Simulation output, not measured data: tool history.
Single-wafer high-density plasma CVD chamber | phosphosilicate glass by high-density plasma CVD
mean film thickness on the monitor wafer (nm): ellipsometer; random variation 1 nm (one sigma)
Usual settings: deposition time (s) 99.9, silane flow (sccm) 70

| run | hour | deposition time (s) | silane flow (sccm) | wafers since the last listed run | hours since the silane flow controller was replaced | hours since the gauge calibration | read-back reference wafer on the same gauge, thickness_nm | mean film thickness on the monitor wafer (nm) |
|---|---|---|---|---|---|---|---|---|
| 1 | 0.0 | 99.9 | 70 | 0 | 3063.9 | 38.3 | 738.327 | 656.597 |
| 2 | 17.8 | 99.9 | 70 | 361 | 3081.7 | 56.1 | 737.631 | 658.297 |
| 3 | 50.1 | 88.1 | 74 | 655 | 3114.0 | 88.4 | 737.936 | 612.131 |
| 4 | 57.0 | 88.1 | 74 | 139 | 3120.9 | 95.3 | 737.894 | 612.425 |
| 5 | 73.9 | 109.5 | 79 | 342 | 3137.8 | 112.2 | 737.616 | 809.409 |
| 6 | 90.0 | 109.5 | 79 | 326 | 3153.9 | 128.3 | 738.138 | 810.135 |
| 7 | 102.5 | 109.5 | 79 | 253 | 3166.4 | 140.8 | 737.224 | 809.560 |
|  | 126.5 | silane flow controller replaced |
| 8 | 127.0 | 99.9 | 70 | 334 | 0.5 | 165.3 | 737.505 | 744.124 |
| 9 | 130.3 | 99.9 | 70 | 66 | 3.8 | 168.6 | 737.729 | 742.983 |
| 10 | 147.8 | 99.9 | 70 | 355 | 21.3 | 186.1 | 737.786 | 743.825 |
| 11 | 163.2 | 99.9 | 70 | 312 | 36.7 | 201.5 | 738.218 | 741.646 |
| 12 | 171.2 | 99.9 | 70 | 162 | 44.7 | 209.5 | 738.209 | 742.650 |
|  | 187.0 | silane flow controller replaced, repeated, since the last time left the tool worse |
| 13 | 189.0 | 99.9 | 70 | 198 | 2.0 | 227.3 | 737.823 | 692.867 |
| 14 | 196.5 | 99.9 | 64 | 152 | 9.5 | 234.8 | 738.573 | 633.951 |
| 15 | 214.1 | 80.8 | 61 | 357 | 27.1 | 252.4 | 738.307 | 488.479 |
|  | 224.3 | gauge calibrated |
| 16 | 224.7 | 114.6 | 70 | 215 | 37.7 | 0.4 | 738.495 | 791.632 |
| 17 | 240.5 | 99.9 | 70 | 320 | 53.5 | 16.2 | 737.794 | 693.356 |
| 18 | 253.6 | 99.9 | 70 | 265 | 66.6 | 29.3 | 737.664 | 692.710 |
| 19 | 267.9 | 99.9 | 80 | 290 | 80.9 | 43.6 | 737.798 | 790.100 |
| 20 | 274.5 | 105.8 | 70 | 133 | 87.5 | 50.2 | 737.984 | 732.911 |
| 21 | 282.5 | 93.1 | 81 | 162 | 95.5 | 58.2 | 738.198 | 746.569 |
| 22 | 293.5 | 81.0 | 80 | 223 | 106.5 | 69.2 | 738.194 | 639.608 |

Forecast run 23:
| 23 | 304.9 | 106.5 | 60 | 231 | 117.9 | 80.6 | ? | ? |

{"run 23": {"read-back reference wafer on the same gauge, thickness_nm": 738.375, "mean film thickness on the monitor wafer (nm)": 633.303}}
Without the tool's hidden state the same run would have given mean film thickness on the monitor wafer (nm) 631.756.

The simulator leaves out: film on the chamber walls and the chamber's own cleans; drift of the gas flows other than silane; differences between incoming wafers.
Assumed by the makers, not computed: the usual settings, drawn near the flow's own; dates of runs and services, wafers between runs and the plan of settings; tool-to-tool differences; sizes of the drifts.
